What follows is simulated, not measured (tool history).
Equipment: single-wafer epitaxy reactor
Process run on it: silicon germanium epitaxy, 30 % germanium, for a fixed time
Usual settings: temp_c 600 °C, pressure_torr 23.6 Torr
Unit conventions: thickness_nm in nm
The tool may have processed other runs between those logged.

| run | hour | temp_c | pressure_torr | read-back reference wafer on the same gauge, thickness_nm | thickness_nm |
|---|---|---|---|---|---|
| 1 | 0.0 | 600 | 23.6 | 66.425 | 56.718 |
| 2 | 44.3 | 600 | 27.5 | 66.466 | 60.018 |
| 3 | 127.7 | 600 | 24.9 | 66.604 | 58.183 |
| 4 | 221.2 | 600 | 24.9 | 66.592 | 57.696 |
| 5 | 280.1 | 600 | 23.6 | 66.487 | 56.887 |
| 6 | 318.5 | 600 | 27.1 | 66.556 | 59.545 |
| 7 | 406.8 | 600 | 27.1 | 66.496 | 59.415 |
| 8 | 453.1 | 600 | 27.1 | 66.493 | 59.842 |
| 9 | 490.4 | 600 | 26.2 | 66.445 | 58.410 |
| 10 | 579.1 | 600 | 26.2 | 66.465 | 58.424 |
| 11 | 626.4 | 600 | 27.7 | 66.436 | 59.438 |
| 12 | 695.4 | 600 | 27.7 | 66.462 | 59.852 |
| 13 | 749.5 | 600 | 23.6 | 66.546 | 56.395 |
| 14 | 825.0 | 600 | 23.6 | 66.439 | 57.059 |
| 15 | 924.5 | 600 | 23.6 | 66.565 | 56.453 |
| 16 | 999.7 | 600 | 23.6 | 66.558 | 57.094 |
| 17 | 1057.7 | 600 | 23.6 | 66.499 | 56.433 |
| 18 | 1135.4 | 605 | 18.0 | 66.538 | 57.276 |
| 19 | 1179.0 | 610 | 29.5 | 66.494 | 74.921 |
| 20 | 1224.2 | 607 | 28.9 | 66.538 | 70.413 |
| 21 | 1390.4 | 590 | 19.9 | 66.554 | 43.695 |
| 22 | 1442.1 | 600 | 23.6 | 66.520 | 56.801 |
| 23 | 1501.4 | 604 | 23.6 | 66.505 | 61.690 |
| 24 | 1575.6 | 595 | 19.8 | 66.507 | 47.938 |
| 25 | 1677.9 | 600 | 18.4 | 66.575 | 51.848 |
| 26 | 1736.0 | 588 | 28.1 | 66.427 | 47.264 |
| 27 | 1832.6 | 600 | 23.6 | 66.553 | 56.690 |
| 28 | 1922.5 | 600 | 23.6 | 66.475 | 56.575 |
| 29 | 1976.2 | 588 | 23.6 | 66.465 | 44.204 |
| 30 | 2030.6 | 608 | 21.4 | 66.517 | 64.176 |
| 31 | 2099.7 | 600 | 23.6 | 66.547 | 56.861 |
| 32 | 2202.4 | 600 | 23.6 | 66.621 | 56.590 |
| 33 | 2258.7 | 610 | 26.7 | 66.499 | 72.908 |
| 34 | 2334.3 | 600 | 23.6 | 66.498 | 56.468 |

Missing from the log above: 4 entries noted between runs. For each, name the pair of listed runs it sits between and say how the tool's hidden condition differs from the listed run just before to the listed run just after:
From run 14 to run 15: showerhead replaced (hour 892.0)
  no hidden state differs between the two runs
From run 20 to run 21: pyrometer calibrated (hour 1297.2)
  no hidden state differs between the two runs
From run 24 to run 25: capacitance manometer re-zeroed and calibrated (hour 1604.0)
  no hidden state differs between the two runs
From run 25 to run 26: gauge calibrated (hour 1689.0)
  no hidden state differs between the two runs

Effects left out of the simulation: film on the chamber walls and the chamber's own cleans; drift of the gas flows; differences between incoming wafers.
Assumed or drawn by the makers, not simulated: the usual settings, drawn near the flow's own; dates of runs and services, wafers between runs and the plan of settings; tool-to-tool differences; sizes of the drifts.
